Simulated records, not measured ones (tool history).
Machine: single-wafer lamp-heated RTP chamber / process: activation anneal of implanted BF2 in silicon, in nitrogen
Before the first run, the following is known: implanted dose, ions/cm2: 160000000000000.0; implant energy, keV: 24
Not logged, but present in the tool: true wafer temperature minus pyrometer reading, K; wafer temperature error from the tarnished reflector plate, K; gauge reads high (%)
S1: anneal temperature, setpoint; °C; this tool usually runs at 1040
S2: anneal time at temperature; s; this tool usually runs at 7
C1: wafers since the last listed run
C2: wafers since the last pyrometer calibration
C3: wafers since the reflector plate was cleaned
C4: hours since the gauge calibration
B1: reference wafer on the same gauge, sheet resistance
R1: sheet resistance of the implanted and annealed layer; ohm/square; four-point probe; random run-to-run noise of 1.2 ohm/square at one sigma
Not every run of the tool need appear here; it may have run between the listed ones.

run   hour    S1  S2    C1    C2     C3     C4      B1      R1
  1    0.0  1040   7     0  6788   6265  338.2  861.53  793.72
  2   63.3  1048   7  1367  8155   7633  401.5  860.31  792.07
      88.7  -- pyrometer window cleaned and pyrometer calibrated
  3   93.8  1040   7   486   110   8119  432.0  860.65  792.40
  4  157.5  1040   7  1376  1487   9495  495.7  859.91  791.74
  5  218.7  1040   7  1322  2809  10818  556.9  858.74  790.12
  6  267.3  1040   5  1050  3859  11868  605.5  859.09  791.46
  7  332.2  1040   5  1402  5262  13270  670.4  857.67  790.89
  8  369.5  1040   5   805  6068  14076  707.7  856.97  792.27
     419.3  -- reflector plate cleaned
  9  419.8  1048  10   913  6982     10  758.0  856.72  785.41
     430.2  -- pyrometer window cleaned and pyrometer calibrated
     450.3  -- gauge calibrated
 10  461.3  1028   5   723   672    733   11.0  867.98  801.04
 11  494.9  1040  10   726  1398   1459   44.6  867.30  795.95
 12  565.8  1040   7  1531  2930   2991  115.5  866.52  795.96
 13  617.3  1018   5  1112  4042   4104  167.0  865.82  801.15
 14  644.0  1040   7   576  4619   4681  193.7  865.71  798.71
 15  700.1  1028   7  1212  5832   5893  249.8  865.51  796.22
 16  750.0  1040   6  1078  6910   6972  299.7  863.63  794.23

State the hidden condition of the tool at each of the runs:
true wafer temperature minus pyrometer reading, K: 0 across all the runs
wafer temperature error from the tarnished reflector plate, K: 0 across all the runs
H1: gauge reads high (%)
run       H1
  1   -0.624
  2   -0.711
  3   -0.753
  4   -0.841
  5   -0.925
  6   -0.992
  7    -1.08
  8    -1.13
  9     -1.2
 10   0.0747
 11   0.0284
 12  -0.0694
 13    -0.14
 14   -0.177
 15   -0.255
 16   -0.323

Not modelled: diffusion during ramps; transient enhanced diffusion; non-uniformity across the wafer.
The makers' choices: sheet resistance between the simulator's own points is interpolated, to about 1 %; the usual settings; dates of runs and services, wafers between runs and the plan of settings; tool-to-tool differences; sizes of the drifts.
